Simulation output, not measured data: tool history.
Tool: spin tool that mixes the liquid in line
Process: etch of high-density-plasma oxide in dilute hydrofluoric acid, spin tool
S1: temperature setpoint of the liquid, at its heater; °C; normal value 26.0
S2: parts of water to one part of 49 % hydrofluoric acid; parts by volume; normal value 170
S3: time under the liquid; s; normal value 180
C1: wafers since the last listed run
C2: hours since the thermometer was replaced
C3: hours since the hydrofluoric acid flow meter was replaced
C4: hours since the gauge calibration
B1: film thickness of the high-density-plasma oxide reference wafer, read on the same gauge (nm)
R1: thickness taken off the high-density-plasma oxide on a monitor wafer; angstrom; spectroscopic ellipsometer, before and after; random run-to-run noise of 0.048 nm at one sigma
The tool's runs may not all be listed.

{"run": 1, "hour": 0.0, "S1": 26.0, "S2": 170, "S3": 180, "C1": 0, "C2": 919.6, "C3": 371.0, "C4": 68.9, "B1": 40.0, "R1": 47.0}
{"run": 2, "hour": 13.9, "S1": 26.0, "S2": 170, "S3": 180, "C1": 135, "C2": 933.5, "C3": 384.9, "C4": 82.8, "B1": 39.99, "R1": 46.5}
{"run": 3, "hour": 21.6, "S1": 26.0, "S2": 170, "S3": 245, "C1": 74, "C2": 941.2, "C3": 392.6, "C4": 90.5, "B1": 39.98, "R1": 64.0}
{"run": 4, "hour": 73.8, "S1": 26.0, "S2": 170, "S3": 180, "C1": 507, "C2": 993.4, "C3": 444.8, "C4": 142.7, "B1": 39.99, "R1": 46.4}
{"run": 5, "hour": 82.5, "S1": 26.0, "S2": 115, "S3": 180, "C1": 84, "C2": 1002.1, "C3": 453.5, "C4": 151.4, "B1": 39.99, "R1": 72.4}
{"run": 6, "hour": 89.2, "S1": 26.0, "S2": 115, "S3": 180, "C1": 65, "C2": 1008.8, "C3": 460.2, "C4": 158.1, "B1": 40.01, "R1": 72.6}
{"run": 7, "hour": 101.6, "S1": 26.0, "S2": 115, "S3": 180, "C1": 120, "C2": 1021.2, "C3": 472.6, "C4": 170.5, "B1": 40.02, "R1": 72.9}
{"run": 8, "hour": 110.0, "S1": 23.0, "S2": 170, "S3": 180, "C1": 81, "C2": 1029.6, "C3": 481.0, "C4": 178.9, "B1": 40.0, "R1": 40.7}
{"run": 9, "hour": 122.2, "S1": 26.0, "S2": 195, "S3": 180, "C1": 118, "C2": 1041.8, "C3": 493.2, "C4": 191.1, "B1": 40.01, "R1": 39.2}
{"run": 10, "hour": 135.7, "S1": 26.0, "S2": 195, "S3": 180, "C1": 131, "C2": 1055.3, "C3": 506.7, "C4": 204.6, "B1": 39.98, "R1": 38.7}
{"run": 11, "hour": 149.7, "S1": 26.0, "S2": 195, "S3": 180, "C1": 136, "C2": 1069.3, "C3": 520.7, "C4": 218.6, "B1": 40.0, "R1": 39.0}
{"run": 12, "hour": 159.7, "S1": 30.0, "S2": 170, "S3": 180, "C1": 97, "C2": 1079.3, "C3": 530.7, "C4": 228.6, "B1": 40.0, "R1": 54.0}
{"run": 13, "hour": 167.0, "S1": 26.0, "S2": 170, "S3": 180, "C1": 70, "C2": 1086.6, "C3": 538.0, "C4": 235.9, "B1": 40.01, "R1": 46.1}
{"run": 14, "hour": 185.0, "S1": 26.0, "S2": 195, "S3": 115, "C1": 175, "C2": 1104.6, "C3": 556.0, "C4": 253.9, "B1": 40.0, "R1": 25.5}
{"hour": 193.2, "done": "thermometer replaced"}
{"run": 15, "hour": 201.1, "S1": 29.0, "S2": 170, "S3": 180, "C1": 146, "C2": 7.9, "C3": 572.1, "C4": 270.0, "B1": 40.01, "R1": 57.0}
{"run": 16, "hour": 215.2, "S1": 26.0, "S2": 170, "S3": 120, "C1": 137, "C2": 22.0, "C3": 586.2, "C4": 284.1, "B1": 40.02, "R1": 34.3}
{"run": 17, "hour": 224.6, "S1": 28.0, "S2": 110, "S3": 280, "C1": 91, "C2": 31.4, "C3": 595.6, "C4": 293.5, "B1": 39.99, "R1": 144.2}
{"run": 18, "hour": 232.2, "S1": 26.0, "S2": 250, "S3": 75, "C1": 73, "C2": 39.0, "C3": 603.2, "C4": 301.1, "B1": 39.99, "R1": 13.1}
{"run": 19, "hour": 238.5, "S1": 24.0, "S2": 110, "S3": 270, "C1": 61, "C2": 45.3, "C3": 609.5, "C4": 307.4, "B1": 40.02, "R1": 119.7}
{"hour": 244.5, "done": "hydrofluoric acid flow meter replaced"}
{"hour": 246.5, "done": "gauge calibrated"}
{"run": 20, "hour": 254.9, "S1": 28.5, "S2": 170, "S3": 180, "C1": 149, "C2": 61.7, "C3": 10.4, "C4": 8.4, "B1": 40.0, "R1": 54.8}
{"run": 21, "hour": 268.1, "S1": 26.0, "S2": 170, "S3": 180, "C1": 128, "C2": 74.9, "C3": 23.6, "C4": 21.6, "B1": 40.01, "R1": 50.3}
{"run": 22, "hour": 277.5, "S1": 26.0, "S2": 135, "S3": 180, "C1": 91, "C2": 84.3, "C3": 33.0, "C4": 31.0, "B1": 40.0, "R1": 67.6}
{"run": 23, "hour": 325.5, "S1": 26.0, "S2": 170, "S3": 280, "C1": 466, "C2": 132.3, "C3": 81.0, "C4": 79.0, "B1": 39.99, "R1": 79.4}
{"run": 24, "hour": 341.4, "S1": 27.5, "S2": 215, "S3": 145, "C1": 154, "C2": 148.2, "C3": 96.9, "C4": 94.9, "B1": 40.0, "R1": 32.7}
{"run": 25, "hour": 350.9, "S1": 26.0, "S2": 135, "S3": 180, "C1": 92, "C2": 157.7, "C3": 106.4, "C4": 104.4, "B1": 39.97, "R1": 65.7}
{"run": 26, "hour": 366.1, "S1": 26.0, "S2": 170, "S3": 180, "C1": 147, "C2": 172.9, "C3": 121.6, "C4": 119.6, "B1": 40.0, "R1": 50.7}
{"run": 27, "hour": 379.3, "S1": 26.0, "S2": 170, "S3": 180, "C1": 128, "C2": 186.1, "C3": 134.8, "C4": 132.8, "B1": 40.01, "R1": 50.4}

Each row is a separate what-if for the run after 27, all from the same tool condition, not one after another. Results?
{"run": "A", "hour": 379.8, "S1": 26.0, "S2": 95, "S3": 180, "C1": 4, "C2": 186.6, "C3": 135.3, "C4": 133.3, "B1": "?", "R1": "?"}
{"run": "B", "hour": 379.8, "S1": 26.0, "S2": 140, "S3": 180, "C1": 4, "C2": 186.6, "C3": 135.3, "C4": 133.3, "B1": "?", "R1": "?"}
{"run": "C", "hour": 379.8, "S1": 24.0, "S2": 170, "S3": 130, "C1": 4, "C2": 186.6, "C3": 135.3, "C4": 133.3, "B1": "?", "R1": "?"}
{"run": "D", "hour": 379.8, "S1": 30.5, "S2": 170, "S3": 180, "C1": 4, "C2": 186.6, "C3": 135.3, "C4": 133.3, "B1": "?", "R1": "?"}
{"run": "E", "hour": 379.8, "S1": 22.0, "S2": 255, "S3": 180, "C1": 4, "C2": 186.6, "C3": 135.3, "C4": 133.3, "B1": "?", "R1": "?"}

run=A B1=40.01 R1=98.7
run=B B1=40.01 R1=63.3
run=C B1=40.01 R1=33.7
run=D B1=40.01 R1=59.3
run=E B1=40.01 R1=26.5
With the hidden condition removed and each run's random variation left untouched, the same runs would have given:
run=A R1=100.7
run=B R1=64.6
run=C R1=34.4
run=D R1=60.4
run=E R1=27.0
